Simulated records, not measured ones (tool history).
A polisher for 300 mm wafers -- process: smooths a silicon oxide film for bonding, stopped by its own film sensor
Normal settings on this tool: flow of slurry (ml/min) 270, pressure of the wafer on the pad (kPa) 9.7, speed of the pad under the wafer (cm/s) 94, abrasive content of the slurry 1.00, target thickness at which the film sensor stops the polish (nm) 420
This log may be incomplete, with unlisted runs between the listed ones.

run    hour  flow of slurry (ml/min)  pressure of the wafer on the pad (kPa)  speed of the pad under the wafer (cm/s)  abrasive content of the slurry  target thickness at which the film sensor stops the polish (nm)  incoming thickness of the incoming film, nm  time until the film sensor stopped the polish (s)
  1     0.0                      270                                     9.7                                       94                            1.00                                                              420                                        450.9                                               80.5
  2    78.4                      270                                     9.7                                       94                            1.00                                                              420                                        443.5                                               60.5
  3   132.2                      270                                     9.7                                      112                            1.00                                                              420                                        447.6                                               60.6
      233.9  -- head pressure recalibrated
  4   235.0                      270                                     9.7                                      112                            1.00                                                              420                                        454.7                                               77.2
  5   296.8                      270                                     9.7                                      112                            1.00                                                              420                                        453.0                                               75.7
      322.8  -- worn pad replaced by a new one
      338.8  -- slurry nozzle cleaned
  6   398.1                      270                                     8.3                                       94                            1.00                                                              420                                        451.0                                               92.3
      404.5  -- slurry blender recalibrated
  7   483.4                      270                                     9.7                                       94                            1.00                                                              418                                        450.4                                               82.7
  8   528.8                      270                                     9.7                                       94                            1.00                                                              423                                        448.6                                               63.5
  9   578.9                      270                                     9.7                                       94                            1.00                                                              423                                        449.5                                               65.0
 10   662.7                      270                                     9.7                                       94                            1.00                                                              423                                        452.1                                               70.9
      686.2  -- head pressure recalibrated
 11   766.2                      270                                     9.7                                       94                            1.00                                                              420                                        452.8                                               87.5
      787.4  -- worn pad replaced by a new one, of another model than before
      799.9  -- slurry blender recalibrated
 12   853.0                      270                                     9.7                                       94                            1.00                                                              420                                        451.3                                               83.3
      901.6  -- slurry nozzle cleaned
 13   952.4                      270                                     9.7                                       94                            1.00                                                              417                                        455.0                                               99.9
 14  1018.8                      270                                     9.7                                      112                            1.00                                                              420                                        449.1                                               68.6
     1110.9  -- head pressure recalibrated
 15  1122.8                      270                                     9.7                                       94                            1.00                                                              420                                        458.0                                              100.1
     1208.3  -- slurry blender recalibrated
     1221.9  -- worn pad replaced by a new one
 16  1390.5                      215                                     9.7                                      108                            1.25                                                              420                                        454.3                                               73.8
 17  1430.0                      270                                     9.7                                       94                            1.00                                                              420                                        448.6                                               73.4
 18  1526.0                      270                                     9.7                                      116                            1.00                                                              416                                        441.7                                               57.4
     1541.3  -- head pressure recalibrated
     1548.4  -- slurry nozzle cleaned
 19  1600.1                      185                                     9.7                                       94                            1.10                                                              420                                        454.8                                               90.6
     1630.1  -- worn pad replaced by a new one
     1641.1  -- slurry blender recalibrated
 20  1662.1                      270                                    13.1                                      122                            1.25                                                              425                                        453.7                                               48.1
 21  1756.0                      360                                    11.7                                       94                            0.80                                                              428                                        453.2                                               68.0
 22  1813.9                      355                                     9.7                                      118                            0.70                                                              420                                        448.3                                               85.0
 23  1856.2                      270                                     9.7                                       94                            1.00                                                              427                                        444.2                                               44.2
 24  1934.3                      270                                     9.7                                       94                            1.00                                                              427                                        450.1                                               57.9
 25  2039.1                      270                                     8.3                                      124                            1.30                                                              429                                        448.3                                               38.6
     2061.7  -- worn pad replaced by a new one
 26  2079.7                      270                                    13.1                                      122                            1.25                                                              425                                        450.4                                               37.5

Consider 4 possible next runs. They are alternatives, not a sequence: every one starts from the tool as it was left by run 26. What does each give?
  A  2080.1                      270                                     9.7                                       94                            1.00                                                              420                                        446.3                                                  ?
  B  2080.1                      235                                     8.3                                       94                            1.00                                                              420                                        446.3                                                  ?
  C  2080.1                      185                                     9.7                                       94                            1.00                                                              413                                        446.3                                                  ?
  D  2080.1                      270                                    11.7                                      126                            1.30                                                              420                                        446.3                                                  ?

run  time until the film sensor stopped the polish (s)
  A                                               62.7
  B                                               69.8
  C                                               81.5
  D                                               40.4
Without the tool's hidden state the same runs would have given:
run  time until the film sensor stopped the polish (s)
  A                                               68.5
  B                                               76.4
  C                                               89.1
  D                                               44.2
